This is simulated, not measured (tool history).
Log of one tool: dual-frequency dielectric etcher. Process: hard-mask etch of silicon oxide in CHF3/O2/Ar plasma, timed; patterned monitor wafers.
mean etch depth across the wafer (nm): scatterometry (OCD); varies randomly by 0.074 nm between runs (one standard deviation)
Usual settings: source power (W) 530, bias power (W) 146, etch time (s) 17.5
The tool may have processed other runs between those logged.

| run | hour | source power (W) | bias power (W) | etch time (s) | read-back reference wafer on the same gauge, depth_nm | mean etch depth across the wafer (nm) |
|---|---|---|---|---|---|---|
| 1 | 0.0 | 530 | 146 | 17.5 | 33.99 | 29.60 |
| 2 | 12.4 | 530 | 146 | 17.5 | 34.00 | 29.76 |
| 3 | 44.5 | 530 | 146 | 17.5 | 34.02 | 29.65 |
| 4 | 77.2 | 530 | 146 | 17.5 | 34.00 | 29.63 |
| 5 | 110.4 | 530 | 146 | 17.5 | 33.99 | 29.58 |
| 6 | 127.4 | 530 | 146 | 17.5 | 34.03 | 29.68 |
| 7 | 158.3 | 530 | 119 | 17.5 | 34.00 | 27.74 |
| 8 | 187.6 | 530 | 146 | 17.5 | 34.00 | 29.54 |
| 9 | 206.9 | 530 | 146 | 17.5 | 34.01 | 29.69 |
| 10 | 224.1 | 530 | 146 | 17.5 | 33.97 | 29.62 |
| 11 | 326.8 | 570 | 146 | 17.5 | 34.00 | 30.86 |
| 12 | 415.5 | 530 | 146 | 17.5 | 34.02 | 29.76 |
| 13 | 439.1 | 660 | 159 | 12.5 | 34.02 | 24.30 |
| 14 | 462.3 | 530 | 121 | 20.5 | 33.99 | 32.87 |
| 15 | 487.5 | 530 | 146 | 17.5 | 33.98 | 29.70 |
| 16 | 507.5 | 500 | 156 | 17.5 | 33.98 | 29.48 |
| 17 | 539.7 | 400 | 146 | 13.5 | 33.98 | 19.83 |
| 18 | 596.9 | 450 | 122 | 22.0 | 33.98 | 32.28 |
| 19 | 615.5 | 530 | 174 | 20.0 | 33.99 | 36.15 |
| 20 | 643.4 | 600 | 127 | 17.5 | 34.01 | 30.22 |
| 21 | 662.3 | 530 | 146 | 17.5 | 34.01 | 29.79 |
| 22 | 677.0 | 530 | 126 | 22.0 | 33.99 | 35.75 |
| 23 | 698.4 | 530 | 146 | 17.5 | 34.00 | 29.79 |

Withheld: 5 entries from between the runs. Position of each, and hidden state at the listed run before versus the listed run after:
After run 10, before run 11: wet clean of the chamber (hour 294.3); bias power generator calibrated (hour 294.8)
  no difference in the tool's unlogged condition between these two runs
After run 11, before run 12: upper electrode replaced (hour 390.9); source power generator calibrated (hour 410.5)
  no difference in the tool's unlogged condition between these two runs
After run 17, before run 18: gauge calibrated (hour 552.0)
  no difference in the tool's unlogged condition between these two runs

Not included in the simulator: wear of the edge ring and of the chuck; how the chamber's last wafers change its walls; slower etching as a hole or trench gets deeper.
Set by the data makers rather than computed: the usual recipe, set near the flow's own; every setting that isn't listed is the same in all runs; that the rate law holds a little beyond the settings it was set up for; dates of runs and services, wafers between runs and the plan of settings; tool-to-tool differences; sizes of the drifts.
